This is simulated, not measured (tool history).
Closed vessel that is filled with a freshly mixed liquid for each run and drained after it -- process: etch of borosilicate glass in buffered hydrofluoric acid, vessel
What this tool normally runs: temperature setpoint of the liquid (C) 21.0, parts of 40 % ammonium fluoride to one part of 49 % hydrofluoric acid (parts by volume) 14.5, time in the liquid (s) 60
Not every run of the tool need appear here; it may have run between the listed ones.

| run | hour | temperature setpoint of the liquid (C) | parts of 40 % ammonium fluoride to one part of 49 % hydrofluoric acid (parts by volume) | time in the liquid (s) | wafers since the last listed run | hours since the thermometer was replaced | hours since the hydrofluoric acid flow meter was replaced | hours since the gauge calibration | read-back film thickness of the borosilicate glass reference wafer, read on the same gauge (nm) | thickness taken off the borosilicate glass on a monitor wafer (nm) |
|---|---|---|---|---|---|---|---|---|---|---|
| 1 | 0.0 | 24.0 | 14.5 | 60 | 0 | 1576.0 | 985.2 | 1001.2 | 49.98 | 48.75 |
| 2 | 42.0 | 24.0 | 14.5 | 60 | 6033 | 1618.0 | 1027.2 | 1043.2 | 49.99 | 49.08 |
|  | 155.8 | gauge calibrated |
| 3 | 173.3 | 24.0 | 14.5 | 60 | 18861 | 1749.3 | 1158.5 | 17.5 | 49.96 | 48.76 |
| 4 | 216.5 | 21.0 | 14.5 | 60 | 6205 | 1792.5 | 1201.7 | 60.7 | 50.07 | 41.63 |
|  | 248.1 | thermometer replaced |
| 5 | 280.5 | 21.0 | 14.5 | 60 | 9050 | 32.4 | 1265.7 | 124.7 | 50.02 | 43.58 |
| 6 | 320.5 | 21.0 | 14.5 | 60 | 5746 | 72.4 | 1305.7 | 164.7 | 50.01 | 43.59 |
| 7 | 391.0 | 21.0 | 14.5 | 60 | 10127 | 142.9 | 1376.2 | 235.2 | 49.96 | 43.78 |
| 8 | 443.1 | 21.0 | 14.5 | 60 | 7484 | 195.0 | 1428.3 | 287.3 | 49.96 | 43.43 |
| 9 | 497.4 | 23.0 | 14.5 | 35 | 7800 | 249.3 | 1482.6 | 341.6 | 50.02 | 28.43 |
|  | 567.0 | hydrofluoric acid flow meter replaced |
| 10 | 567.5 | 25.0 | 14.5 | 75 | 9926 | 319.4 | 0.5 | 411.7 | 50.01 | 65.84 |
| 11 | 594.0 | 20.0 | 14.5 | 60 | 3806 | 345.9 | 27.0 | 438.2 | 49.97 | 40.19 |
| 12 | 656.9 | 21.0 | 11.5 | 60 | 9035 | 408.8 | 89.9 | 501.1 | 50.03 | 53.59 |
| 13 | 695.4 | 17.0 | 10.5 | 60 | 5530 | 447.3 | 128.4 | 539.6 | 50.03 | 46.90 |
| 14 | 761.7 | 17.0 | 19.5 | 60 | 9524 | 513.6 | 194.7 | 605.9 | 50.00 | 25.39 |
| 15 | 827.6 | 23.0 | 19.5 | 40 | 9466 | 579.5 | 260.6 | 671.8 | 50.02 | 23.61 |
| 16 | 883.6 | 21.0 | 14.5 | 60 | 8044 | 635.5 | 316.6 | 727.8 | 50.05 | 42.36 |
| 17 | 908.1 | 18.0 | 11.5 | 30 | 3519 | 660.0 | 341.1 | 752.3 | 49.98 | 22.76 |
| 18 | 979.7 | 21.0 | 18.0 | 60 | 10285 | 731.6 | 412.7 | 823.9 | 50.00 | 34.08 |
| 19 | 1012.2 | 21.0 | 14.5 | 60 | 4668 | 764.1 | 445.2 | 856.4 | 50.03 | 42.45 |
| 20 | 1050.5 | 17.5 | 14.5 | 60 | 5501 | 802.4 | 483.5 | 894.7 | 49.97 | 34.92 |
| 21 | 1101.3 | 21.0 | 14.5 | 60 | 7297 | 853.2 | 534.3 | 945.5 | 50.02 | 42.37 |
|  | 1145.4 | gauge calibrated |
| 22 | 1153.9 | 21.0 | 11.5 | 60 | 7556 | 905.8 | 586.9 | 8.5 | 49.99 | 53.18 |
| 23 | 1193.3 | 21.0 | 9.5 | 90 | 5659 | 945.2 | 626.3 | 47.9 | 50.01 | 94.08 |
| 24 | 1254.0 | 25.0 | 12.0 | 70 | 8719 | 1005.9 | 687.0 | 108.6 | 50.04 | 73.66 |
| 25 | 1311.9 | 17.0 | 14.5 | 60 | 8317 | 1063.8 | 744.9 | 166.5 | 50.02 | 33.60 |
| 26 | 1348.5 | 21.0 | 14.5 | 60 | 5257 | 1100.4 | 781.5 | 203.1 | 49.99 | 42.13 |
| 27 | 1385.1 | 21.0 | 11.5 | 50 | 5257 | 1137.0 | 818.1 | 239.7 | 50.01 | 44.15 |
| 28 | 1412.1 | 21.0 | 14.5 | 60 | 3878 | 1164.0 | 845.1 | 266.7 | 49.96 | 42.03 |
| 29 | 1438.9 | 25.5 | 18.5 | 70 | 3849 | 1190.8 | 871.9 | 293.5 | 49.99 | 49.18 |
| 30 | 1505.5 | 17.5 | 8.5 | 45 | 9567 | 1257.4 | 938.5 | 360.1 | 49.98 | 43.14 |
| 31 | 1530.0 | 21.0 | 14.5 | 60 | 3519 | 1281.9 | 963.0 | 384.6 | 50.03 | 41.78 |
| 32 | 1576.6 | 21.0 | 14.5 | 60 | 6694 | 1328.5 | 1009.6 | 431.2 | 50.02 | 42.03 |

Each row is a separate what-if for the run after 32, all from the same tool condition, not one after another. Results?
| A | 1577.3 | 21.0 | 14.5 | 60 | 100 | 1329.2 | 1010.3 | 431.9 | ? | ? |
| B | 1577.3 | 21.0 | 14.5 | 30 | 100 | 1329.2 | 1010.3 | 431.9 | ? | ? |
| C | 1577.3 | 18.0 | 19.0 | 70 | 100 | 1329.2 | 1010.3 | 431.9 | ? | ? |
| D | 1577.3 | 25.0 | 16.5 | 60 | 100 | 1329.2 | 1010.3 | 431.9 | ? | ? |

| run | read-back film thickness of the borosilicate glass reference wafer, read on the same gauge (nm) | thickness taken off the borosilicate glass on a monitor wafer (nm) |
|---|---|---|
| A | 50.01 | 42.39 |
| B | 50.01 | 21.20 |
| C | 50.01 | 32.02 |
| D | 50.01 | 46.33 |
Stripped of hidden state, with their random variation kept, the same runs would have yielded:
| run | thickness taken off the borosilicate glass on a monitor wafer (nm) |
|---|---|
| A | 43.34 |
| B | 21.67 |
| C | 32.76 |
| D | 47.32 |

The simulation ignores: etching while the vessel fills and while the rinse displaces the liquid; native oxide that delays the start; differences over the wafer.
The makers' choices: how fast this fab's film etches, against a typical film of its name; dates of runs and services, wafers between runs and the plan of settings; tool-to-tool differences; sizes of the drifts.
